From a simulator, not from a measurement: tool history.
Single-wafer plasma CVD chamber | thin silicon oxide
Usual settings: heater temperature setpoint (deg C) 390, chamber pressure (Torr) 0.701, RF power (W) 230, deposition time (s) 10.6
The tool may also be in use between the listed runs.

run	hour	heater temperature setpoint (deg C)	chamber pressure (Torr)	RF power (W)	deposition time (s)	read-back reference wafer on the same gauge, thickness_nm	mean film thickness on the monitor wafer (Å)
1	0.0	390	0.701	230	10.6	13.608	144.91
2	13.9	390	0.701	230	10.6	13.598	145.36
3	21.0	390	0.701	230	10.6	13.602	145.08
4	27.3	390	0.701	230	10.6	13.569	145.84
# hour 41.4: capacitance manometer re-zeroed and calibrated
5	41.9	390	0.701	230	10.6	13.573	137.48
# hour 54.7: RF generator calibrated
6	55.2	390	0.701	230	10.6	13.589	137.36
7	55.8	390	0.701	230	10.6	13.587	138.77
8	65.0	390	0.701	220	10.6	13.603	133.90
9	73.6	390	0.701	230	10.6	13.596	138.12
# hour 78.5: gauge calibrated
10	102.9	390	0.701	230	10.6	13.563	137.03
# hour 112.1: thermocouple changed; heater temperature recalibrated
11	117.1	390	0.701	230	10.6	13.624	138.49
12	126.3	405	0.603	245	12.1	13.613	138.58
13	138.9	379	0.701	230	9.1	13.591	118.96
14	148.5	390	0.577	230	9.1	13.627	97.15
15	156.0	402	0.701	230	9.1	13.583	116.14
# hour 168.1: showerhead replaced
16	169.6	390	0.701	230	10.6	13.590	136.53
17	180.8	390	0.701	230	10.6	13.560	138.58
18	195.1	390	0.559	245	10.6	13.591	113.35
19	209.0	390	0.701	230	10.6	13.622	139.00
20	216.5	402	0.631	275	9.7	13.596	125.02
21	227.3	394	0.829	265	10.1	13.572	167.68
22	237.8	390	0.701	270	10.6	13.618	151.14
23	247.5	390	0.797	195	10.6	13.618	139.92
24	259.3	390	0.701	230	10.6	13.604	139.20
25	271.3	404	0.701	230	9.6	13.591	123.32
26	284.5	396	0.852	230	10.6	13.638	166.55
27	301.9	390	0.701	195	9.6	13.609	112.25
28	314.2	390	0.848	205	12.2	13.586	176.85

5 ways to go on from here, each from the tool as it stands after run 28. What would each give?
A	314.6	390	0.701	230	10.6	?	?
B	314.6	390	0.573	195	9.7	?	?
C	314.6	383	0.557	185	11.9	?	?
D	314.6	390	0.701	200	10.6	?	?
E	314.6	394	0.701	185	8.6	?	?

run	read-back reference wafer on the same gauge, thickness_nm	mean film thickness on the monitor wafer (Å)
A	13.620	137.29
B	13.620	91.76
C	13.620	105.87
D	13.620	125.48
E	13.620	96.23
Without the tool's hidden state the same runs would have given:
run	mean film thickness on the monitor wafer (Å)
A	134.28
B	89.66
C	103.36
D	122.73
E	94.12

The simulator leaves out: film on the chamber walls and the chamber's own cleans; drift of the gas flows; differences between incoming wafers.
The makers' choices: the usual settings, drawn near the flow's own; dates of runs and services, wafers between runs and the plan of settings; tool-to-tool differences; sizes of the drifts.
